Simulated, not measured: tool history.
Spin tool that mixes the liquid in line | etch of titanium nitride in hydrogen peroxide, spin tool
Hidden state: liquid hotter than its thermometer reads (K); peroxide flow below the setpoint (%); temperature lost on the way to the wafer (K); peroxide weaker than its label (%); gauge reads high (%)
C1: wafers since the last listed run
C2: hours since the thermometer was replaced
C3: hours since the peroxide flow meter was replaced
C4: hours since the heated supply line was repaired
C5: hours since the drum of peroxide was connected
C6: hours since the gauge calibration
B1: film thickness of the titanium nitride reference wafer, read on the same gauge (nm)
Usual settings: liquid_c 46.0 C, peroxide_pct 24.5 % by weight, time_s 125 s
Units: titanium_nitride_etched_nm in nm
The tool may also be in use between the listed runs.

Run 1, hour 0.0: usual settings but liquid_c 50.5 C; C1 0; C2 1622.2; C3 2291.5; C4 13.0; C5 30.8; C6 1047.2; B1 80.01. Result: titanium_nitride_etched_nm 10.44 nm.
Run 2, hour 22.3: usual settings but liquid_c 50.5 C; C1 197; C2 1644.5; C3 2313.8; C4 35.3; C5 53.1; C6 1069.5; B1 79.99. Result: titanium_nitride_etched_nm 10.26 nm.
Run 3, hour 112.4: usual settings but liquid_c 50.5 C; C1 798; C2 1734.6; C3 2403.9; C4 125.4; C5 143.2; C6 1159.6; B1 80.00. Result: titanium_nitride_etched_nm 10.42 nm.
Run 4, hour 142.8: usual settings; C1 269; C2 1765.0; C3 2434.3; C4 155.8; C5 173.6; C6 1190.0; B1 80.02. Result: titanium_nitride_etched_nm 7.52 nm.
At hour 153.0: gauge calibrated.
Run 5, hour 157.2: usual settings but liquid_c 36.5 C, peroxide_pct 17.5 % by weight, time_s 75 s; C1 127; C2 1779.4; C3 2448.7; C4 170.2; C5 188.0; C6 4.2; B1 79.99. Result: titanium_nitride_etched_nm 2.04 nm.
Run 6, hour 172.3: usual settings but peroxide_pct 21.0 % by weight, time_s 185 s; C1 133; C2 1794.5; C3 2463.8; C4 185.3; C5 203.1; C6 19.3; B1 79.99. Result: titanium_nitride_etched_nm 10.72 nm.
Run 7, hour 199.9: usual settings but liquid_c 55.5 C, peroxide_pct 27.0 % by weight, time_s 150 s; C1 244; C2 1822.1; C3 2491.4; C4 212.9; C5 230.7; C6 46.9; B1 80.00. Result: titanium_nitride_etched_nm 17.74 nm.
At hour 203.2: peroxide flow meter replaced.
Run 8, hour 226.1: usual settings but liquid_c 55.5 C, peroxide_pct 22.0 % by weight, time_s 175 s; C1 223; C2 1848.3; C3 22.9; C4 239.1; C5 256.9; C6 73.1; B1 80.00. Result: titanium_nitride_etched_nm 20.15 nm.
Run 9, hour 245.2: usual settings but time_s 145 s; C1 169; C2 1867.4; C3 42.0; C4 258.2; C5 276.0; C6 92.2; B1 79.98. Result: titanium_nitride_etched_nm 8.53 nm.
Run 10, hour 269.9: usual settings but liquid_c 44.0 C, time_s 170 s; C1 219; C2 1892.1; C3 66.7; C4 282.9; C5 300.7; C6 116.9; B1 79.99. Result: titanium_nitride_etched_nm 8.69 nm.
Run 11, hour 291.9: usual settings but liquid_c 38.0 C, peroxide_pct 20.5 % by weight; C1 195; C2 1914.1; C3 88.7; C4 304.9; C5 322.7; C6 138.9; B1 79.99. Result: titanium_nitride_etched_nm 3.94 nm.
Run 12, hour 315.5: usual settings but liquid_c 36.5 C, peroxide_pct 27.0 % by weight, time_s 100 s; C1 209; C2 1937.7; C3 112.3; C4 328.5; C5 346.3; C6 162.5; B1 80.02. Result: titanium_nitride_etched_nm 3.02 nm.
Run 13, hour 335.8: usual settings but liquid_c 52.0 C, peroxide_pct 29.5 % by weight; C1 179; C2 1958.0; C3 132.6; C4 348.8; C5 366.6; C6 182.8; B1 80.01. Result: titanium_nitride_etched_nm 11.88 nm.
Run 14, hour 364.9: usual settings but liquid_c 51.5 C; C1 258; C2 1987.1; C3 161.7; C4 377.9; C5 395.7; C6 211.9; B1 79.99. Result: titanium_nitride_etched_nm 10.97 nm.
At hour 373.7: thermometer replaced.
Run 15, hour 393.9: usual settings but time_s 60 s; C1 248; C2 20.2; C3 190.7; C4 406.9; C5 424.7; C6 240.9; B1 79.99. Result: titanium_nitride_etched_nm 3.02 nm.
At hour 404.3: new drum of peroxide connected.
Run 16, hour 408.7: usual settings but peroxide_pct 19.0 % by weight, time_s 170 s; C1 122; C2 35.0; C3 205.5; C4 421.7; C5 4.4; C6 255.7; B1 80.00. Result: titanium_nitride_etched_nm 8.10 nm.
Run 17, hour 438.5: usual settings; C1 264; C2 64.8; C3 235.3; C4 451.5; C5 34.2; C6 285.5; B1 80.02. Result: titanium_nitride_etched_nm 6.24 nm.
Run 18, hour 469.4: usual settings but peroxide_pct 21.0 % by weight, time_s 165 s; C1 273; C2 95.7; C3 266.2; C4 482.4; C5 65.1; C6 316.4; B1 79.99. Result: titanium_nitride_etched_nm 8.07 nm.
Run 19, hour 481.8: usual settings but peroxide_pct 28.5 % by weight; C1 109; C2 108.1; C3 278.6; C4 494.8; C5 77.5; C6 328.8; B1 79.99. Result: titanium_nitride_etched_nm 6.47 nm.
Run 20, hour 506.8: usual settings but liquid_c 55.5 C, peroxide_pct 22.0 % by weight, time_s 175 s; C1 221; C2 133.1; C3 303.6; C4 519.8; C5 102.5; C6 353.8; B1 80.00. Result: titanium_nitride_etched_nm 16.86 nm.
Run 21, hour 537.9: usual settings but liquid_c 39.0 C, peroxide_pct 30.0 % by weight, time_s 80 s; C1 275; C2 164.2; C3 334.7; C4 550.9; C5 133.6; C6 384.9; B1 79.99. Result: titanium_nitride_etched_nm 2.43 nm.
Run 22, hour 572.1: usual settings but liquid_c 52.5 C, peroxide_pct 21.0 % by weight, time_s 180 s; C1 303; C2 198.4; C3 368.9; C4 585.1; C5 167.8; C6 419.1; B1 79.98. Result: titanium_nitride_etched_nm 13.93 nm.
Run 23, hour 584.8: usual settings; C1 112; C2 211.1; C3 381.6; C4 597.8; C5 180.5; C6 431.8; B1 80.01. Result: titanium_nitride_etched_nm 6.26 nm.
Run 24, hour 615.0: usual settings but liquid_c 49.5 C, peroxide_pct 20.0 % by weight, time_s 60 s; C1 267; C2 241.3; C3 411.8; C4 628.0; C5 210.7; C6 462.0; B1 80.00. Result: titanium_nitride_etched_nm 3.67 nm.
Run 25, hour 650.6: usual settings but peroxide_pct 28.5 % by weight, time_s 65 s; C1 315; C2 276.9; C3 447.4; C4 663.6; C5 246.3; C6 497.6; B1 79.97. Result: titanium_nitride_etched_nm 3.30 nm.

Forecast each of these 4 alternatives for the next run:
Run A, hour 651.1: usual settings but peroxide_pct 20.0 % by weight; C1 4; C2 277.4; C3 447.9; C4 664.1; C5 246.8; C6 498.1; B1 ?. Result: titanium_nitride_etched_nm ?.
Run B, hour 651.1: usual settings but time_s 195 s; C1 4; C2 277.4; C3 447.9; C4 664.1; C5 246.8; C6 498.1; B1 ?. Result: titanium_nitride_etched_nm ?.
Run C, hour 651.1: usual settings but liquid_c 41.5 C, time_s 70 s; C1 4; C2 277.4; C3 447.9; C4 664.1; C5 246.8; C6 498.1; B1 ?. Result: titanium_nitride_etched_nm ?.
Run D, hour 651.1: usual settings but time_s 65 s; C1 4; C2 277.4; C3 447.9; C4 664.1; C5 246.8; C6 498.1; B1 ?. Result: titanium_nitride_etched_nm ?.

run     B1  titanium_nitride_etched_nm
  A  80.00                        6.00
  B  80.00                        9.78
  C  80.00                        2.50
  D  80.00                        3.26
Without the tool's hidden state the same runs would have given:
run  titanium_nitride_etched_nm
  A                        6.33
  B                       10.32
  C                        2.64
  D                        3.44
